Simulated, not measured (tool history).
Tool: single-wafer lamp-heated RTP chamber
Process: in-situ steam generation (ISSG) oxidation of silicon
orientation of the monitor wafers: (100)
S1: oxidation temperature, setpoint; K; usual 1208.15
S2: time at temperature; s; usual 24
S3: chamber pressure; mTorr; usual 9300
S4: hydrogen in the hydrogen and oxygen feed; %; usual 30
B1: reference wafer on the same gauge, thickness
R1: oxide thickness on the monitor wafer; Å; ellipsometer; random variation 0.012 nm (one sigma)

run	hour	S1	S2	S3	S4	B1	R1
1	0.0	1208.15	24	9300	32	4.520	55.44
2	28.1	1208.15	24	9300	32	4.519	55.28
# hour 78.9: pyrometer window cleaned and pyrometer calibrated
3	92.4	1208.15	24	9300	30	4.521	54.08
4	119.4	1208.15	24	9300	30	4.520	54.07
5	183.9	1208.15	24	9300	27	4.523	53.06
6	209.5	1208.15	24	9300	27	4.520	53.26
7	268.6	1208.15	24	9800	30	4.519	54.01
# hour 371.0: pyrometer window cleaned and pyrometer calibrated
# hour 463.1: pressure gauge zeroed
8	464.3	1208.15	24	9800	30	4.522	54.57
# hour 542.4: hydrogen flow controller replaced
9	644.1	1208.15	24	9800	30	4.521	54.70
# hour 663.1: pyrometer window cleaned and pyrometer calibrated, repeated, since the last time left the tool worse
10	684.6	1208.15	17	9300	30	4.522	47.53
11	789.8	1208.15	17	9300	30	4.518	47.79
12	826.5	1208.15	19	10200	27	4.522	47.38
13	866.8	1193.15	20	9300	30	4.520	48.55
14	923.6	1195.15	24	9300	30	4.520	52.38
# hour 937.5: pyrometer window cleaned and pyrometer calibrated
15	994.9	1208.15	17	9300	30	4.519	47.39
16	1028.7	1201.15	24	9300	30	4.520	53.19
# hour 1050.0: gauge calibrated
17	1085.4	1208.15	21	9300	30	4.522	51.77
18	1155.4	1208.15	30	9300	30	4.517	59.64
# hour 1199.4: pyrometer window cleaned and pyrometer calibrated
19	1225.8	1208.15	24	9300	30	4.517	54.15
20	1279.6	1208.15	24	8200	30	4.519	55.14
21	1322.1	1208.15	24	9300	24	4.521	51.86
22	1373.5	1199.15	24	9300	30	4.520	53.01

3 ways to go on from here, each from the tool as it stands after run 22. What would each give?
A	1374.0	1219.15	24	9300	30	?	?
B	1374.0	1208.15	24	8600	32	?	?
C	1374.0	1221.15	28	10200	32	?	?

run	B1	R1
A	4.522	56.20
B	4.522	55.82
C	4.522	60.04
Without the tool's hidden state the same runs would have given:
run	R1
A	55.67
B	55.32
C	59.43
